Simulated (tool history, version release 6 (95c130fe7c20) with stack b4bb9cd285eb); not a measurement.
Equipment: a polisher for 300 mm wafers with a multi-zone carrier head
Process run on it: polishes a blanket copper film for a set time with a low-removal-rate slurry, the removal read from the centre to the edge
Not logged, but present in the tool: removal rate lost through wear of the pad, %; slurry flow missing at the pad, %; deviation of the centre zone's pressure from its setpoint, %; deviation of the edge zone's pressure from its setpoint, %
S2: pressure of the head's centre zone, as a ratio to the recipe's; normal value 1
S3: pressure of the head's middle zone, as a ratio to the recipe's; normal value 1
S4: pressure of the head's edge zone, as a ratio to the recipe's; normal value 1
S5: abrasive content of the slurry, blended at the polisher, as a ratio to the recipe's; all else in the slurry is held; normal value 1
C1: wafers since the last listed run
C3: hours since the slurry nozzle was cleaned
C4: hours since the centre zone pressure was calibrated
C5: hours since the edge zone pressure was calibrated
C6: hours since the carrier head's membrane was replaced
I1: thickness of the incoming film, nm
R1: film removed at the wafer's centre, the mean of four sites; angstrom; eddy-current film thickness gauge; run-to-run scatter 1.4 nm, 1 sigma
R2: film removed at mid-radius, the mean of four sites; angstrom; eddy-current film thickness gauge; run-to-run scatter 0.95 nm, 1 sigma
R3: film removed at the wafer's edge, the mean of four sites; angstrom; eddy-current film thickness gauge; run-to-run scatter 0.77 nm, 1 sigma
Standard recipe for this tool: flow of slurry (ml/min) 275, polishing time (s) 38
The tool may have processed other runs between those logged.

{"run": 1, "hour": 0.0, "flow of slurry (ml/min)": 275, "S2": 1, "S3": 1, "S4": 1, "S5": 1.2, "polishing time (s)": 38, "C1": 0, "wafers polished on this pad": 606, "C3": 424.7, "C4": 341, "C5": 477.5, "C6": 365.3, "I1": 1372.4, "R1": 1140, "R2": 1165, "R3": 1165}
{"run": 2, "hour": 27.8, "flow of slurry (ml/min)": 275, "S2": 1, "S3": 1, "S4": 1, "S5": 1, "polishing time (s)": 28, "C1": 400, "wafers polished on this pad": 1007, "C3": 452.5, "C4": 368.8, "C5": 505.3, "C6": 393.1, "I1": 1395.1, "R1": 819, "R2": 834, "R3": 827}
{"hour": 90.3, "done": "slurry nozzle cleaned"}
{"run": 3, "hour": 91.4, "flow of slurry (ml/min)": 275, "S2": 1, "S3": 1, "S4": 1, "S5": 1, "polishing time (s)": 28, "C1": 902, "wafers polished on this pad": 1910, "C3": 1.1, "C4": 432.4, "C5": 568.9, "C6": 456.7, "I1": 1371.2, "R1": 794, "R2": 833, "R3": 827}
{"run": 4, "hour": 132.7, "flow of slurry (ml/min)": 275, "S2": 1, "S3": 1, "S4": 1, "S5": 1, "polishing time (s)": 38, "C1": 595, "wafers polished on this pad": 2506, "C3": 42.4, "C4": 473.7, "C5": 610.2, "C6": 498, "I1": 1381.3, "R1": 1084, "R2": 1102, "R3": 1114}
{"run": 5, "hour": 156.7, "flow of slurry (ml/min)": 275, "S2": 1, "S3": 1, "S4": 1, "S5": 1, "polishing time (s)": 38, "C1": 346, "wafers polished on this pad": 2852, "C3": 66.4, "C4": 497.7, "C5": 634.2, "C6": 522, "I1": 1407.4, "R1": 1088, "R2": 1082, "R3": 1097}
{"run": 6, "hour": 225.7, "flow of slurry (ml/min)": 275, "S2": 1, "S3": 1, "S4": 1, "S5": 1, "polishing time (s)": 38, "C1": 995, "wafers polished on this pad": 3847, "C3": 135.4, "C4": 566.7, "C5": 703.2, "C6": 591, "I1": 1382, "R1": 1074, "R2": 1076, "R3": 1068}
{"hour": 244.2, "done": "worn pad replaced by a new one"}
{"run": 7, "hour": 250.1, "flow of slurry (ml/min)": 275, "S2": 1, "S3": 1, "S4": 1, "S5": 1, "polishing time (s)": 38, "C1": 294, "wafers polished on this pad": 84, "C3": 159.8, "C4": 591.1, "C5": 727.6, "C6": 615.4, "I1": 1403.8, "R1": 1134, "R2": 1142, "R3": 1124}
{"hour": 254.6, "done": "centre zone pressure recalibrated"}
{"run": 8, "hour": 313.2, "flow of slurry (ml/min)": 275, "S2": 1, "S3": 1, "S4": 1, "S5": 1, "polishing time (s)": 38, "C1": 881, "wafers polished on this pad": 966, "C3": 222.9, "C4": 58.6, "C5": 790.7, "C6": 678.5, "I1": 1382, "R1": 1117, "R2": 1137, "R3": 1127}
{"hour": 398.8, "done": "carrier head's membrane replaced by a new one"}
{"hour": 446.9, "done": "edge zone pressure recalibrated"}
{"run": 9, "hour": 505.0, "flow of slurry (ml/min)": 275, "S2": 0.94, "S3": 1, "S4": 1, "S5": 0.9, "polishing time (s)": 38, "C1": 2665, "wafers polished on this pad": 3631, "C3": 414.7, "C4": 250.4, "C5": 58.1, "C6": 106.2, "I1": 1381.3, "R1": 993, "R2": 1044, "R3": 1042}
{"hour": 540.0, "done": "worn pad replaced by a new one"}
{"run": 10, "hour": 562.7, "flow of slurry (ml/min)": 275, "S2": 1, "S3": 0.89, "S4": 0.91, "S5": 0.8, "polishing time (s)": 48, "C1": 774, "wafers polished on this pad": 326, "C3": 472.4, "C4": 308.1, "C5": 115.8, "C6": 163.9, "I1": 1379.4, "R1": 1360, "R2": 1270, "R3": 1314}
{"run": 11, "hour": 628.2, "flow of slurry (ml/min)": 275, "S2": 1, "S3": 1.1, "S4": 1, "S5": 1, "polishing time (s)": 38, "C1": 944, "wafers polished on this pad": 1271, "C3": 537.9, "C4": 373.6, "C5": 181.3, "C6": 229.4, "I1": 1352, "R1": 1103, "R2": 1224, "R3": 1119}
{"run": 12, "hour": 654.8, "flow of slurry (ml/min)": 320, "S2": 0.95, "S3": 1, "S4": 0.94, "S5": 0.9, "polishing time (s)": 38, "C1": 383, "wafers polished on this pad": 1655, "C3": 564.5, "C4": 400.2, "C5": 207.9, "C6": 256, "I1": 1348.9, "R1": 1065, "R2": 1107, "R3": 1082}
{"hour": 680.9, "done": "slurry nozzle cleaned"}
{"hour": 842.7, "done": "worn pad replaced by a new one"}
{"run": 13, "hour": 853.7, "flow of slurry (ml/min)": 185, "S2": 1, "S3": 1, "S4": 1, "S5": 1, "polishing time (s)": 38, "C1": 2796, "wafers polished on this pad": 159, "C3": 172.8, "C4": 599.1, "C5": 406.8, "C6": 454.9, "I1": 1363.5, "R1": 1067, "R2": 1089, "R3": 1096}
{"run": 14, "hour": 881.7, "flow of slurry (ml/min)": 275, "S2": 1, "S3": 1, "S4": 1, "S5": 1, "polishing time (s)": 38, "C1": 403, "wafers polished on this pad": 563, "C3": 200.8, "C4": 627.1, "C5": 434.8, "C6": 482.9, "I1": 1391.4, "R1": 1104, "R2": 1131, "R3": 1136}
{"hour": 914.2, "done": "centre zone pressure recalibrated"}
{"run": 15, "hour": 924.6, "flow of slurry (ml/min)": 275, "S2": 1, "S3": 1, "S4": 0.96, "S5": 1, "polishing time (s)": 38, "C1": 589, "wafers polished on this pad": 1153, "C3": 243.7, "C4": 10.4, "C5": 477.7, "C6": 525.8, "I1": 1390.9, "R1": 1103, "R2": 1121, "R3": 1102}
{"run": 16, "hour": 975.4, "flow of slurry (ml/min)": 275, "S2": 1, "S3": 1, "S4": 1, "S5": 1, "polishing time (s)": 38, "C1": 732, "wafers polished on this pad": 1885, "C3": 294.5, "C4": 61.2, "C5": 528.5, "C6": 576.6, "I1": 1392.9, "R1": 1129, "R2": 1119, "R3": 1105}
{"run": 17, "hour": 1004.1, "flow of slurry (ml/min)": 275, "S2": 1, "S3": 1, "S4": 1, "S5": 1, "polishing time (s)": 38, "C1": 413, "wafers polished on this pad": 2299, "C3": 323.2, "C4": 89.9, "C5": 557.2, "C6": 605.3, "I1": 1397.9, "R1": 1122, "R2": 1100, "R3": 1124}
{"run": 18, "hour": 1136.6, "flow of slurry (ml/min)": 275, "S2": 1.04, "S3": 1, "S4": 0.91, "S5": 1, "polishing time (s)": 38, "C1": 1911, "wafers polished on this pad": 4211, "C3": 455.7, "C4": 222.4, "C5": 689.7, "C6": 737.8, "I1": 1404, "R1": 1083, "R2": 1059, "R3": 1011}
{"hour": 1148.4, "done": "worn pad replaced by a new one"}
{"hour": 1160.9, "done": "slurry nozzle cleaned"}
{"run": 19, "hour": 1188.4, "flow of slurry (ml/min)": 275, "S2": 1, "S3": 1, "S4": 1, "S5": 1, "polishing time (s)": 38, "C1": 675, "wafers polished on this pad": 562, "C3": 27.5, "C4": 274.2, "C5": 741.5, "C6": 789.6, "I1": 1357.3, "R1": 1107, "R2": 1124, "R3": 1128}
{"hour": 1220.5, "done": "carrier head's membrane replaced by a new one"}
{"run": 20, "hour": 1248.4, "flow of slurry (ml/min)": 275, "S2": 0.89, "S3": 1, "S4": 1, "S5": 1, "polishing time (s)": 38, "C1": 793, "wafers polished on this pad": 1356, "C3": 87.5, "C4": 334.2, "C5": 801.5, "C6": 27.9, "I1": 1372.5, "R1": 985, "R2": 1092, "R3": 1114}

Here are 5 independent what-if runs from the current tool condition. What would each one return?
{"run": "A", "hour": 1248.8, "flow of slurry (ml/min)": 275, "S2": 1, "S3": 1, "S4": 1, "S5": 1, "polishing time (s)": 38, "C1": 5, "wafers polished on this pad": 1362, "C3": 87.9, "C4": 334.6, "C5": 801.9, "C6": 28.3, "I1": 1377.2, "R1": "?", "R2": "?", "R3": "?"}
{"run": "B", "hour": 1248.8, "flow of slurry (ml/min)": 320, "S2": 0.96, "S3": 0.88, "S4": 1, "S5": 1, "polishing time (s)": 46, "C1": 5, "wafers polished on this pad": 1362, "C3": 87.9, "C4": 334.6, "C5": 801.9, "C6": 28.3, "I1": 1377.2, "R1": "?", "R2": "?", "R3": "?"}
{"run": "C", "hour": 1248.8, "flow of slurry (ml/min)": 305, "S2": 1, "S3": 0.9, "S4": 1, "S5": 0.9, "polishing time (s)": 34, "C1": 5, "wafers polished on this pad": 1362, "C3": 87.9, "C4": 334.6, "C5": 801.9, "C6": 28.3, "I1": 1377.2, "R1": "?", "R2": "?", "R3": "?"}
{"run": "D", "hour": 1248.8, "flow of slurry (ml/min)": 275, "S2": 0.9, "S3": 1.06, "S4": 0.92, "S5": 1, "polishing time (s)": 34, "C1": 5, "wafers polished on this pad": 1362, "C3": 87.9, "C4": 334.6, "C5": 801.9, "C6": 28.3, "I1": 1377.2, "R1": "?", "R2": "?", "R3": "?"}
{"run": "E", "hour": 1248.8, "flow of slurry (ml/min)": 195, "S2": 1.04, "S3": 1, "S4": 1, "S5": 0.8, "polishing time (s)": 38, "C1": 5, "wafers polished on this pad": 1362, "C3": 87.9, "C4": 334.6, "C5": 801.9, "C6": 28.3, "I1": 1377.2, "R1": "?", "R2": "?", "R3": "?"}

run=A R1=1112 R2=1100 R3=1098
run=B R1=1309 R2=1212 R3=1344
run=C R1=989 R2=895 R3=975
run=D R1=895 R2=1034 R3=943
run=E R1=1079 R2=1030 R3=1037
Stripped of hidden state, with their random variation kept, the same runs would have yielded:
run=A R1=1137 R2=1125 R3=1123
run=B R1=1339 R2=1240 R3=1375
run=C R1=1011 R2=915 R3=997
run=D R1=916 R2=1058 R3=965
run=E R1=1104 R2=1053 R3=1060
